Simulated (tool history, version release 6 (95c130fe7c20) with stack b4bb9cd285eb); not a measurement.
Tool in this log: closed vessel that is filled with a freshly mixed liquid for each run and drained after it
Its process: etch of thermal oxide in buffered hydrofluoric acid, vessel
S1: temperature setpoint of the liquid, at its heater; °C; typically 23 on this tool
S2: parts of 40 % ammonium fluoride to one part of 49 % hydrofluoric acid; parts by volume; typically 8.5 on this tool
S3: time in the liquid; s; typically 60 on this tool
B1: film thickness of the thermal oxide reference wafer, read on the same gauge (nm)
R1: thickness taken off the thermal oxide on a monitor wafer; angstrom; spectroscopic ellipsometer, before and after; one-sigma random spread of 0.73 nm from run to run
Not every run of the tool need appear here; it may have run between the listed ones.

| run | day | S1 | S2 | S3 | B1 | R1 |
|---|---|---|---|---|---|---|
| 1 | 0 | 23 | 8.5 | 40 | 30.02 | 497 |
| 2 | 1.112 | 23 | 8.5 | 60 | 30 | 758.9 |
| 3 | 2.408 | 23 | 8.5 | 60 | 29.98 | 760.3 |
| 4 | 3.604 | 23 | 8.5 | 75 | 29.99 | 927.6 |
| 5 | 4.158 | 23 | 8.5 | 75 | 29.99 | 945.5 |
| 6 | 4.767 | 23 | 8.5 | 75 | 30.01 | 946.1 |
| 7 | 5.279 | 23 | 8.5 | 60 | 30.01 | 755.5 |
| 8 | 6.6 | 23 | 9.5 | 70 | 29.99 | 799.1 |
| 9 | 7.525 | 19.5 | 8.5 | 85 | 29.97 | 872.4 |
| 10 | 8.792 | 19.5 | 8.5 | 85 | 30.01 | 889.2 |
| 11 | 10.021 | 19.5 | 8.5 | 85 | 29.98 | 869.9 |
| 12 | 10.921 | 23 | 8.5 | 60 | 30.01 | 743.7 |
| 13 | 11.892 | 23 | 8.5 | 60 | 29.99 | 764.3 |
| 14 | 12.612 | 23 | 8.5 | 60 | 30 | 760.6 |
| 15 | 13.242 | 23 | 8.5 | 60 | 29.99 | 744.8 |
| 16 | 14.579 | 23 | 8.5 | 60 | 29.99 | 742.7 |
| 17 | 15.642 | 27 | 10.5 | 60 | 30 | 773.1 |
| 18 | 16.483 | 23 | 8.5 | 60 | 30.01 | 754.4 |
| 19 | 17.233 | 23 | 8.5 | 60 | 29.98 | 738.5 |
| 20 | 18.504 | 25 | 12 | 60 | 29.99 | 606.4 |
|  | 19.125 | thermometer replaced |
| 21 | 19.8 | 23 | 8.5 | 60 | 30 | 867.1 |
|  | 20.792 | hydrofluoric acid flow meter replaced |
|  | 20.917 | gauge calibrated |
| 22 | 22.933 | 19.5 | 11.5 | 60 | 30 | 551.6 |
| 23 | 23.908 | 23 | 6 | 60 | 30 | 1220.1 |
| 24 | 24.796 | 23 | 5 | 35 | 29.99 | 832.3 |
| 25 | 25.454 | 27.5 | 8.5 | 85 | 30 | 1546.1 |
| 26 | 26.679 | 23 | 8.5 | 80 | 29.99 | 1124.7 |
| 27 | 28.508 | 21 | 10.5 | 45 | 30.01 | 477.6 |
| 28 | 29.342 | 23 | 8.5 | 60 | 29.99 | 852.4 |
| 29 | 30.479 | 23 | 8.5 | 60 | 29.98 | 856.1 |
| 30 | 31.321 | 24.5 | 6.5 | 45 | 29.99 | 916 |
| 31 | 32.529 | 27.5 | 11.5 | 60 | 30 | 841.6 |
| 32 | 33.358 | 25.5 | 7 | 30 | 30.02 | 601.3 |
| 33 | 34.633 | 23 | 8.5 | 60 | 29.99 | 841.7 |
| 34 | 35.329 | 27 | 6.5 | 60 | 29.99 | 1383.1 |

Alternative continuations, all from the tool just after run 34; predict every row:
| A | 35.358 | 23 | 11 | 60 | ? | ? |
| B | 35.358 | 20 | 5.5 | 75 | ? | ? |
| C | 35.358 | 27.5 | 6.5 | 85 | ? | ? |

| run | B1 | R1 |
|---|---|---|
| A | 29.97 | 679.3 |
| B | 29.97 | 1361.6 |
| C | 29.97 | 2015.4 |
Without the tool's unlogged condition, the same runs would have read:
| run | R1 |
|---|---|
| A | 696 |
| B | 1395.5 |
| C | 2063.2 |
